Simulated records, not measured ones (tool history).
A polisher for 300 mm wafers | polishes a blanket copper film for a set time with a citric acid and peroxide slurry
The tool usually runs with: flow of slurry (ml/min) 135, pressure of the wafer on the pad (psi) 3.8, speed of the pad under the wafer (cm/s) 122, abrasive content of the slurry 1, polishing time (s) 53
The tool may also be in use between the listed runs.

run   hour  flow of slurry (ml/min)  pressure of the wafer on the pad (psi)  speed of the pad under the wafer (cm/s)  abrasive content of the slurry  polishing time (s)  incoming thickness of the incoming film, nm  film removed (nm)
  1      0                      135                                     3.8                                      114                               1                  53                                        888.8              131.3
  2   30.5                      135                                     3.8                                      122                               1                  53                                        883.3              138.1
      39.2  -- worn pad replaced by a new one
  3   44.1                      135                                     3.8                                      122                               1                  53                                        865.2              138.3
  4   63.8                      135                                     3.8                                      122                               1                  53                                        880.3              137.7
  5   80.8                      135                                     3.8                                      122                               1                  53                                        876.7              136.2
  6    115                      135                                     3.8                                      122                               1                  53                                        880.5              133.4
  7  132.8                      135                                     3.8                                      122                             0.8                  67                                        893.4                160
     141.4  -- slurry blender recalibrated
     152.9  -- worn pad replaced by a new one
  8  154.3                      135                                     3.8                                      122                             0.8                  67                                        879.4              171.2
  9  181.3                      135                                     3.8                                      122                               1                  41                                        867.1              109.2
     189.7  -- head pressure recalibrated
 10    197                      135                                     3.8                                      122                               1                  57                                        873.6              150.5
 11  217.1                      135                                     3.8                                      122                               1                  53                                        870.7                139
 12  247.8                      135                                     3.8                                       96                               1                  53                                        875.9              107.6
 13  281.7                      135                                     4.3                                      122                            1.15                  53                                        887.2              153.2
     291.1  -- worn pad replaced by a new one
 14  302.6                      135                                     3.8                                      144                               1                  64                                        882.6              189.5
 15  315.1                      110                                     3.8                                       90                            0.75                  64                                        874.6              104.2
 16  331.4                       95                                     3.8                                      100                               1                  62                                        893.3                116
 17  359.9                      135                                     3.8                                      122                            1.15                  47                                        869.1              123.4
     416.2  -- worn pad replaced by a new one
     449.1  -- slurry blender recalibrated
 18  453.7                      135                                     3.8                                      122                               1                  53                                        866.8              146.8
     454.9  -- slurry nozzle cleaned
 19  466.4                      120                                     3.8                                      148                               1                  35                                        880.2              120.1
 20  486.6                      135                                     3.8                                      122                               1                  53                                        878.1              152.4
 21  507.7                      135                                     3.8                                      122                               1                  53                                        872.9                147
 22  540.1                      135                                     3.8                                      122                               1                  53                                        884.5                145
       558  -- worn pad replaced by a new one
 23  563.8                      135                                     2.7                                      138                               1                  70                                        867.6              163.2
 24  591.3                      135                                     4.7                                      150                               1                  69                                        890.9              268.7
 25  618.8                      135                                     3.8                                      122                               1                  72                                        859.9                188

Branching from run 25: 3 alternative next runs. What would each branch give?
  A  619.2                      135                                     3.8                                      122                               1                  53                                          874                  ?
  B  619.2                      150                                     3.8                                      122                             1.2                  53                                          874                  ?
  C  619.2                      115                                     3.8                                      122                               1                  46                                          874                  ?

run  film removed (nm)
  A              139.8
  B              150.1
  C              116.5
Stripped of hidden state, with their random variation kept, the same runs would have yielded:
run  film removed (nm)
  A              158.4
  B              169.7
  C              132.9
